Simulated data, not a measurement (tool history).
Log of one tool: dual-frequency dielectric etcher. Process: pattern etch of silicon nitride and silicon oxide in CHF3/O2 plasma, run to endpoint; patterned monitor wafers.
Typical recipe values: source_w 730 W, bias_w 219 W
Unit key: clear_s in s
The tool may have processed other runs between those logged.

run	hour	source_w	bias_w	wafers since the last listed run	hours since the last wet clean	hours since the last source power generator calibration	hours since the last bias power generator calibration	hours since the last upper electrode change	incoming incoming film thickness, nm	clear_s
1	0.0	640	195	0	170.4	3468.0	3590.2	1615.3	260.3	159.3
2	50.3	640	195	478	220.7	3518.3	3640.5	1665.6	260.2	160.2
3	116.6	640	195	630	287.0	3584.6	3706.8	1731.9	262.2	165.3
4	187.2	730	219	671	357.6	3655.2	3777.4	1802.5	262.6	151.4
5	260.3	730	219	695	430.7	3728.3	3850.5	1875.6	262.5	151.5
# hour 300.4: source power generator calibrated
6	314.0	800	219	472	484.4	13.6	3904.2	1929.3	262.4	147.8
# hour 335.3: bias power generator calibrated
# hour 359.6: wet clean of the chamber
7	360.1	800	219	172	0.5	59.7	24.8	1975.4	262.5	143.8
8	436.9	830	236	730	77.3	136.5	101.6	2052.2	263.3	141.2
9	535.1	730	219	934	175.5	234.7	199.8	2150.4	261.6	149.1
10	610.9	730	219	721	251.3	310.5	275.6	2226.2	262.3	149.9
# hour 659.5: upper electrode replaced
11	696.6	570	266	587	337.0	396.2	361.3	37.1	259.4	151.2
12	769.9	600	192	697	410.3	469.5	434.6	110.4	263.7	169.7
13	813.8	730	268	417	454.2	513.4	478.5	154.3	261.2	141.5
14	852.5	590	250	368	492.9	552.1	517.2	193.0	262.5	155.0

3 options for the next run, each taken on its own from the tool as it stands now. Forecast them:
A	853.0	580	219	4	493.4	552.6	517.7	193.5	263.7	?
B	853.0	730	190	4	493.4	552.6	517.7	193.5	263.7	?
C	853.0	830	174	4	493.4	552.6	517.7	193.5	263.7	?

run	clear_s
A	164.8
B	161.3
C	159.4
Had the tool no hidden state, the same runs would have come out as:
run	clear_s
A	158.8
B	155.4
C	153.6
